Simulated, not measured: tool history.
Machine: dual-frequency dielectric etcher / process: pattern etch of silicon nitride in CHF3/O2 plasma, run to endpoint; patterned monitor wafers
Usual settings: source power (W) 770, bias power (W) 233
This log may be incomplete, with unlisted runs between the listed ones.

run	hour	source power (W)	bias power (W)	wafers since the last listed run	hours since the last wet clean	hours since the last source power generator calibration	hours since the last bias power generator calibration	hours since the last upper electrode change	incoming incoming film thickness, nm	endpoint time (s)
1	0	620	233	0	230.8	2624	4836.5	3391.7	102.9	65.2
2	34.7	620	233	298	265.5	2658.7	4871.2	3426.4	104.4	65.8
3	53.6	620	233	162	284.4	2677.6	4890.1	3445.3	104.2	65.9
4	66.2	770	220	108	297	2690.2	4902.7	3457.9	104.4	60.8
5	101.8	870	233	305	332.6	2725.8	4938.3	3493.5	104.2	55.8
# hour 134.4: source power generator calibrated
6	134.9	870	233	250	365.7	0.5	4971.4	3526.6	104.2	55.7
# hour 163.9: bias power generator calibrated
7	166.2	770	233	234	397	31.8	2.3	3557.9	104.6	59.2
8	199	770	233	281	429.8	64.6	35.1	3590.7	104.6	58.7
9	223.5	820	217	210	454.3	89.1	59.6	3615.2	104	58.5
# hour 271.4: wet clean of the chamber
10	271.9	840	276	209	0.5	137.5	108	3663.6	104.4	54.5
# hour 307.6: upper electrode replaced
11	308.1	770	187	104	36.7	173.7	144.2	0.5	103.6	65.5
12	308.5	820	217	3	37.1	174.1	144.6	0.9	103.7	60.1
13	317.5	770	197	77	46.1	183.1	153.6	9.9	102.9	63.9
14	351	710	180	287	79.6	216.6	187.1	43.4	103.9	69.4
15	375.3	630	266	208	103.9	240.9	211.4	67.7	104.6	62.5
16	390	930	274	126	118.6	255.6	226.1	82.4	104.4	51.6

Consider 5 possible next runs. They are alternatives, not a sequence: every one starts from the tool as it was left by run 16. What does each give?
A	390.4	770	233	3	119	256	226.5	82.8	104.5	?
B	390.4	860	259	3	119	256	226.5	82.8	104.5	?
C	390.4	650	251	3	119	256	226.5	82.8	104.5	?
D	390.4	770	266	3	119	256	226.5	82.8	104.5	?
E	390.4	640	258	3	119	256	226.5	82.8	104.5	?

run	endpoint time (s)
A	60.3
B	54.9
C	63.2
D	57
E	62.9
What these runs would have given with no unlogged condition in the tool:
run	endpoint time (s)
A	60.9
B	55.4
C	63.8
D	57.6
E	63.5

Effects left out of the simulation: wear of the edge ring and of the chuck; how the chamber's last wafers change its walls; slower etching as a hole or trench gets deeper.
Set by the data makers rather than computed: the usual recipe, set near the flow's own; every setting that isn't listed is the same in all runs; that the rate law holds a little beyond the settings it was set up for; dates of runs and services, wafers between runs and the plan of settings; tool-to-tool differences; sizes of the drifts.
